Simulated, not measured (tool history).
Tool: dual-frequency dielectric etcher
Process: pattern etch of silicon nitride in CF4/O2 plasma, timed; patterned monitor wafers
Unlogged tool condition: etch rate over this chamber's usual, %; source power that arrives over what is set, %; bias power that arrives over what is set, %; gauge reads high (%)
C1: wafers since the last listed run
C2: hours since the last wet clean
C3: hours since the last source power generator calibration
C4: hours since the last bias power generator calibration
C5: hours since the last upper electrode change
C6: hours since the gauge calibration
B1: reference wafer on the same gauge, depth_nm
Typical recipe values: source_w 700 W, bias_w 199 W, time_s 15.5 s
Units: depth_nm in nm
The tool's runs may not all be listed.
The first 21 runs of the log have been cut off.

{"run": 22, "hour": 1657.6, "source_w": 590, "bias_w": 234, "time_s": 18.0, "C1": 974, "C2": 368.2, "C3": 1014.9, "C4": 443.8, "C5": 1290.8, "C6": 400.1, "B1": 45.36, "depth_nm": 47.66}
{"run": 23, "hour": 1706.5, "source_w": 700, "bias_w": 151, "time_s": 11.5, "C1": 920, "C2": 417.1, "C3": 1063.8, "C4": 492.7, "C5": 1339.7, "C6": 449.0, "B1": 45.3, "depth_nm": 32.19}
{"run": 24, "hour": 1784.3, "source_w": 620, "bias_w": 169, "time_s": 14.5, "C1": 1464, "C2": 494.9, "C3": 1141.6, "C4": 570.5, "C5": 1417.5, "C6": 526.8, "B1": 45.25, "depth_nm": 36.69}
{"run": 25, "hour": 1842.9, "source_w": 700, "bias_w": 199, "time_s": 15.5, "C1": 1102, "C2": 553.5, "C3": 1200.2, "C4": 629.1, "C5": 1476.1, "C6": 585.4, "B1": 45.33, "depth_nm": 46.15}
{"run": 26, "hour": 1891.7, "source_w": 700, "bias_w": 226, "time_s": 15.5, "C1": 918, "C2": 602.3, "C3": 1249.0, "C4": 677.9, "C5": 1524.9, "C6": 634.2, "B1": 45.23, "depth_nm": 46.89}
{"hour": 1918.7, "done": "wet clean of the chamber"}
{"run": 27, "hour": 1994.7, "source_w": 770, "bias_w": 199, "time_s": 15.5, "C1": 1486, "C2": 76.0, "C3": 1352.0, "C4": 780.9, "C5": 1627.9, "C6": 737.2, "B1": 45.31, "depth_nm": 52.03}
{"run": 28, "hour": 2075.8, "source_w": 700, "bias_w": 232, "time_s": 12.0, "C1": 1526, "C2": 157.1, "C3": 1433.1, "C4": 862.0, "C5": 1709.0, "C6": 818.3, "B1": 45.42, "depth_nm": 37.5}
{"run": 29, "hour": 2146.3, "source_w": 620, "bias_w": 224, "time_s": 17.0, "C1": 1326, "C2": 227.6, "C3": 1503.6, "C4": 932.5, "C5": 1779.5, "C6": 888.8, "B1": 45.26, "depth_nm": 46.92}
{"run": 30, "hour": 2301.0, "source_w": 700, "bias_w": 199, "time_s": 19.5, "C1": 2911, "C2": 382.3, "C3": 1658.3, "C4": 1087.2, "C5": 1934.2, "C6": 1043.5, "B1": 45.33, "depth_nm": 58.02}

Below are 3 alternative next runs, each starting from the tool's condition after run 30. Predict each:
{"run": "A", "hour": 2301.4, "source_w": 700, "bias_w": 199, "time_s": 15.5, "C1": 7, "C2": 382.7, "C3": 1658.7, "C4": 1087.6, "C5": 1934.6, "C6": 1043.9, "B1": "?", "depth_nm": "?"}
{"run": "B", "hour": 2301.4, "source_w": 860, "bias_w": 165, "time_s": 18.0, "C1": 7, "C2": 382.7, "C3": 1658.7, "C4": 1087.6, "C5": 1934.6, "C6": 1043.9, "B1": "?", "depth_nm": "?"}
{"run": "C", "hour": 2301.4, "source_w": 570, "bias_w": 199, "time_s": 12.0, "C1": 7, "C2": 382.7, "C3": 1658.7, "C4": 1087.6, "C5": 1934.6, "C6": 1043.9, "B1": "?", "depth_nm": "?"}

run=A B1=45.24 depth_nm=45.92
run=B B1=45.24 depth_nm=62.11
run=C B1=45.24 depth_nm=28.90
With the hidden condition removed and each run's random variation left untouched, the same runs would have given:
run=A depth_nm=46.90
run=B depth_nm=63.43
run=C depth_nm=29.51

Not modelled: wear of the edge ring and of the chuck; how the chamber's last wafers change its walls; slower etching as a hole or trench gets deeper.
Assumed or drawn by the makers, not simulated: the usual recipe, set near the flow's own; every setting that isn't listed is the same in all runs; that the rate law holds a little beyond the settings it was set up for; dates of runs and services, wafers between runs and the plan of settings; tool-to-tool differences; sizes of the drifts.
